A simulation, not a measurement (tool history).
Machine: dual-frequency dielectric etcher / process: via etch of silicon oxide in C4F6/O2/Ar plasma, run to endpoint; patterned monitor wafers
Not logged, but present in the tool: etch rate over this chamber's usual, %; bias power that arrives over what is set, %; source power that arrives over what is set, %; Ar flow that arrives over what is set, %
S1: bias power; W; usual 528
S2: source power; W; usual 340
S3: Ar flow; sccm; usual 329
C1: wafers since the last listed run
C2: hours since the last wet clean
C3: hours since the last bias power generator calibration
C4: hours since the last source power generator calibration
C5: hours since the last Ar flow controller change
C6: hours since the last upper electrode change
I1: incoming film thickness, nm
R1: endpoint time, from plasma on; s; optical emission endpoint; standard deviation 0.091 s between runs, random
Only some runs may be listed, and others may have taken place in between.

| run | day | S1 | S2 | S3 | C1 | C2 | C3 | C4 | C5 | C6 | I1 | R1 |
|---|---|---|---|---|---|---|---|---|---|---|---|---|
| 1 | 0 | 528 | 340 | 329 | 0 | 396.3 | 1815.5 | 3678.8 | 1814 | 5011.2 | 109.5 | 31.1 |
| 2 | 0.671 | 528 | 340 | 329 | 210 | 412.4 | 1831.6 | 3694.9 | 1830.1 | 5027.3 | 109.9 | 31 |
| 3 | 1.225 | 528 | 340 | 291 | 173 | 425.7 | 1844.9 | 3708.2 | 1843.4 | 5040.6 | 109.3 | 30.5 |
| 4 | 1.633 | 528 | 340 | 291 | 127 | 435.5 | 1854.7 | 3718 | 1853.2 | 5050.4 | 110.3 | 30.9 |
| 5 | 1.912 | 528 | 340 | 361 | 87 | 442.2 | 1861.4 | 3724.7 | 1859.9 | 5057.1 | 110 | 31.3 |
| 6 | 2.371 | 528 | 340 | 361 | 143 | 453.2 | 1872.4 | 3735.7 | 1870.9 | 5068.1 | 111.2 | 31.9 |
|  | 3.567 | source power generator calibrated |
|  | 3.762 | Ar flow controller replaced |
|  | 3.8 | bias power generator calibrated |
|  | 3.817 | upper electrode replaced |
|  | 3.867 | wet clean of the chamber |
| 7 | 3.888 | 528 | 340 | 329 | 329 | 0.5 | 2.1 | 7.7 | 3 | 1.7 | 109.2 | 30.1 |
| 8 | 3.9 | 528 | 340 | 329 | 3 | 0.8 | 2.4 | 8 | 3.3 | 2 | 110.3 | 30.3 |
| 9 | 3.912 | 528 | 340 | 329 | 3 | 1.1 | 2.7 | 8.3 | 3.6 | 2.3 | 109.5 | 30.1 |
| 10 | 4.062 | 528 | 320 | 329 | 47 | 4.7 | 6.3 | 11.9 | 7.2 | 5.9 | 110.1 | 31.5 |
| 11 | 4.517 | 528 | 320 | 329 | 142 | 15.6 | 17.2 | 22.8 | 18.1 | 16.8 | 108.9 | 31 |
| 12 | 4.921 | 614 | 400 | 357 | 126 | 25.3 | 26.9 | 32.5 | 27.8 | 26.5 | 109.9 | 26.3 |
| 13 | 5.329 | 528 | 340 | 329 | 127 | 35.1 | 36.7 | 42.3 | 37.6 | 36.3 | 109.8 | 30.5 |
| 14 | 5.85 | 419 | 340 | 329 | 163 | 47.6 | 49.2 | 54.8 | 50.1 | 48.8 | 109.5 | 33.4 |
| 15 | 6.25 | 466 | 340 | 329 | 125 | 57.2 | 58.8 | 64.4 | 59.7 | 58.4 | 110.4 | 32.1 |
| 16 | 6.825 | 528 | 340 | 329 | 180 | 71 | 72.6 | 78.2 | 73.5 | 72.2 | 109.5 | 30.4 |
| 17 | 7.1 | 528 | 340 | 329 | 86 | 77.6 | 79.2 | 84.8 | 80.1 | 78.8 | 109.2 | 30.3 |
| 18 | 7.812 | 528 | 340 | 329 | 223 | 94.7 | 96.3 | 101.9 | 97.2 | 95.9 | 109.7 | 30.6 |
| 19 | 8.338 | 573 | 340 | 350 | 164 | 107.3 | 108.9 | 114.5 | 109.8 | 108.5 | 110.5 | 29.9 |
| 20 | 8.75 | 528 | 310 | 284 | 129 | 117.2 | 118.8 | 124.4 | 119.7 | 118.4 | 110.5 | 32 |
| 21 | 9.012 | 494 | 340 | 380 | 82 | 123.5 | 125.1 | 130.7 | 126 | 124.7 | 110.2 | 32.1 |
| 22 | 9.312 | 574 | 360 | 390 | 94 | 130.7 | 132.3 | 137.9 | 133.2 | 131.9 | 109 | 29 |

Predict each of these 5 candidate next runs independently; none follows another, all start after run 22:
| A | 9.329 | 528 | 340 | 329 | 5 | 131.1 | 132.7 | 138.3 | 133.6 | 132.3 | 109.6 | ? |
| B | 9.329 | 404 | 340 | 402 | 5 | 131.1 | 132.7 | 138.3 | 133.6 | 132.3 | 109.6 | ? |
| C | 9.329 | 659 | 410 | 289 | 5 | 131.1 | 132.7 | 138.3 | 133.6 | 132.3 | 109.6 | ? |
| D | 9.329 | 528 | 380 | 329 | 5 | 131.1 | 132.7 | 138.3 | 133.6 | 132.3 | 109.6 | ? |
| E | 9.329 | 456 | 380 | 272 | 5 | 131.1 | 132.7 | 138.3 | 133.6 | 132.3 | 109.6 | ? |

| run | R1 |
|---|---|
| A | 30.4 |
| B | 34.8 |
| C | 24.7 |
| D | 28.6 |
| E | 29.7 |
What these runs would have given with no unlogged condition in the tool:
| run | R1 |
|---|---|
| A | 30.2 |
| B | 34.6 |
| C | 24.6 |
| D | 28.4 |
| E | 29.5 |

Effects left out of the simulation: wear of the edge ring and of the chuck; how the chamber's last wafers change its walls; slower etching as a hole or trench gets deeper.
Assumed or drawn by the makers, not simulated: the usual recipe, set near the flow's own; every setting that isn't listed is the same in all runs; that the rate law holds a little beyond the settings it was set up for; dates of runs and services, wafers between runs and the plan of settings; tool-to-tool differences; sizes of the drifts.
